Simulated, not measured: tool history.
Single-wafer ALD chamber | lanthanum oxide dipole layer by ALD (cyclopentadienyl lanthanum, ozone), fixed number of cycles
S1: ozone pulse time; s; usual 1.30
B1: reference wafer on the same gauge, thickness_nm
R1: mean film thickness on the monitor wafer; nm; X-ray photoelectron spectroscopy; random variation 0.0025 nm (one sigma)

run,day,S1,B1,R1
1,0.000,1.30,0.478,0.512
2,0.525,1.60,0.478,0.529
3,1.325,1.60,0.478,0.533
4,2.500,1.30,0.478,0.508
5,3.567,1.30,0.479,0.514
6,4.683,1.30,0.477,0.514
7,5.471,1.50,0.478,0.527
8,6.692,1.30,0.477,0.510
# day 7.558: ozone generator serviced
9,7.579,1.49,0.478,0.544
# day 8.954: showerhead replaced, of another model than before
10,8.975,1.30,0.478,0.536
11,9.233,1.30,0.478,0.536

Run 12 comes next. What will it give?
# day 9.288: gauge calibrated
12,10.171,1.07,?,?

B1: 0.477
R1: 0.508 nm
Without the tool's hidden state the same run would have given R1 0.520 nm.
